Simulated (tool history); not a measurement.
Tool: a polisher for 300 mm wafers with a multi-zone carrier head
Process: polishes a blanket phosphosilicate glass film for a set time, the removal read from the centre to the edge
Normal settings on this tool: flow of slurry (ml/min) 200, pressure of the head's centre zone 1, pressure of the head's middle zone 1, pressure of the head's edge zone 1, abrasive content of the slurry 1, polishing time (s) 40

run   hour  flow of slurry (ml/min)  pressure of the head's centre zone  pressure of the head's middle zone  pressure of the head's edge zone  abrasive content of the slurry  polishing time (s)  wafers since the last listed run  wafers polished on this pad  hours since the slurry nozzle was cleaned  hours since the centre zone pressure was calibrated  hours since the edge zone pressure was calibrated  hours since the carrier head's membrane was replaced  incoming thickness of the incoming film, nm  film removed at the wafer's centre (Å)  film removed at mid-radius (Å)  film removed at the wafer's edge (Å)
  1      0                      200                                   1                                   1                              1.07                               1                  34                                 0                         2252                                      459.5                                                415.6                                              397.2                                                 291.7                                       3252.2                                    2474                            2334                                  2452
  2   66.4                      200                                   1                                1.09                                 1                               1                  40                               959                         3211                                      525.9                                                  482                                              463.6                                                 358.1                                       3257.3                                    2994                            2927                                  2781
     126.8  -- worn pad replaced by a new one
  3  127.3                      200                                   1                                   1                                 1                               1                  40                               822                            7                                      586.8                                                542.9                                              524.5                                                   419                                         3170                                    2910                            2757                                  2767
       169  -- centre zone pressure recalibrated
     178.6  -- edge zone pressure recalibrated
  4  194.2                      200                                   1                                   1                                 1                               1                  40                               908                          915                                      653.7                                                 25.2                                               15.6                                                 485.9                                         3189                                    3089                            2738                                  2743
  5  259.3                      155                                   1                                   1                                 1                               1                  40                               940                         1856                                      718.8                                                 90.3                                               80.7                                                   551                                       3267.7                                    2937                            2541                                  2635
  6  321.5                      155                                   1                                   1                                 1                               1                  40                               898                         2754                                        781                                                152.5                                              142.9                                                 613.2                                       3262.1                                    2943                            2639                                  2648
     340.5  -- slurry nozzle cleaned
  7  371.1                      155                                   1                                   1                                 1                               1                  40                               702                         3457                                       30.6                                                202.1                                              192.5                                                 662.8                                       3170.2                                    2998                            2629                                  2629
  8  403.1                      220                                   1                                   1                                 1                               1                  52                               462                         3919                                       62.6                                                234.1                                              224.5                                                 694.8                                         3215                                    4188                            3590                                  3572
     410.2  -- worn pad replaced by a new one
     455.8  -- centre zone pressure recalibrated, repeated, since the last time left the tool worse
  9  463.1                      200                                   1                                1.09                                 1                               1                  40                               780                          734                                      122.6                                                  7.3                                              284.5                                                 754.8                                       3205.9                                    2757                            2930                                  2780
 10  522.4                      180                                   1                                   1                              1.07                             1.2                  40                               856                         1591                                      181.9                                                 66.6                                              343.8                                                 814.1                                       3176.1                                    3036                            2995                                  3122
 11  586.7                      200                                   1                                1.09                                 1                               1                  40                               928                         2520                                      246.2                                                130.9                                              408.1                                                 878.4                                       3272.9                                    2731                            2959                                  2764
     610.3  -- carrier head's membrane replaced by a new one
 12  616.9                      200                                0.93                                0.96                                 1                            1.25                  35                               364                         2884                                      276.4                                                161.1                                              438.3                                                   6.6                                       3235.2                                    2628                            2633                                  2738
     687.4  -- worn pad replaced by a new one
 13  687.9                      180                                0.88                                1.09                                 1                               1                  45                               967                            7                                      347.4                                                232.1                                              509.3                                                  77.6                                       3217.8                                    2804                            3303                                  3083
 14    738                      200                                1.08                                   1                              0.95                             1.1                  27                               723                          731                                      397.5                                                282.2                                              559.4                                                 127.7                                       3279.2                                    2228                            1956                                  1927

Expected results for the next run?
     768.3  -- edge zone pressure recalibrated
 15  771.9                      180                                   1                                1.08                              1.04                             0.9                  40                               460                         1192                                      431.4                                                316.1                                                3.6                                                 161.6                                       3195.4                                       ?                               ?                                     ?

{"run 15": {"film removed at the wafer's centre (Å)": 2706, "film removed at mid-radius (Å)": 2701, "film removed at the wafer's edge (Å)": 2603}}
With no hidden state in the tool, this same run would have given film removed at the wafer's centre (Å) 2588, film removed at mid-radius (Å) 2702, film removed at the wafer's edge (Å) 2603.
